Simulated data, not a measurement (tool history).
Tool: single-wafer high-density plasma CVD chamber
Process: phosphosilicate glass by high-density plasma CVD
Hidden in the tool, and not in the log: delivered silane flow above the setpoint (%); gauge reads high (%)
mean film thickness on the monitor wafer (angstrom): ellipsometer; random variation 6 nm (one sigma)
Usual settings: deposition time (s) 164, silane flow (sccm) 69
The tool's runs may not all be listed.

run	hour	deposition time (s)	silane flow (sccm)	wafers since the last listed run	hours since the silane flow controller was replaced	hours since the gauge calibration	read-back reference wafer on the same gauge, thickness_nm	mean film thickness on the monitor wafer (angstrom)
1	0.0	138	69	0	2309.8	500.4	1292.647	9586.40
2	26.4	138	69	161	2336.2	526.8	1289.184	9545.26
3	46.5	164	69	122	2356.3	546.9	1292.473	11405.55
4	67.3	164	69	126	2377.1	567.7	1290.494	11406.33
5	151.9	164	69	516	2461.7	652.3	1291.456	11503.80
6	185.7	164	69	206	2495.5	686.1	1288.866	11397.36
7	218.3	164	69	199	2528.1	718.7	1290.714	11375.22
8	242.7	164	69	148	2552.5	743.1	1289.535	11395.82
9	268.1	164	69	155	2577.9	768.5	1289.272	11469.29
10	292.7	164	69	150	2602.5	793.1	1290.013	11443.16
11	398.1	164	69	643	2707.9	898.5	1290.817	11383.58
12	419.0	164	73	127	2728.8	919.4	1288.293	11881.52
13	438.1	164	73	116	2747.9	938.5	1289.174	11889.10
# hour 449.4: silane flow controller replaced
14	458.1	164	69	73	8.7	958.5	1288.392	11376.84
# hour 463.0: gauge calibrated
15	494.0	164	69	219	44.6	31.0	1291.741	11436.16
16	506.3	164	69	75	56.9	43.3	1292.082	11436.00
17	532.3	155	69	158	82.9	69.3	1287.932	10774.29
18	546.5	155	69	86	97.1	83.5	1290.163	10815.65
19	570.1	179	62	144	120.7	107.1	1291.030	11584.36
20	601.4	136	60	191	152.0	138.4	1292.362	8630.99
21	613.7	186	82	75	164.3	150.7	1288.464	14633.38
22	649.3	182	62	217	199.9	186.3	1291.652	11727.05

Forecast run 23:
23	676.5	164	69	166	227.1	213.5	?	?

read-back reference wafer on the same gauge, thickness_nm: 1287.242
mean film thickness on the monitor wafer (angstrom): 11474.89
Without the tool's hidden state the same run would have given mean film thickness on the monitor wafer (angstrom) 11474.89.
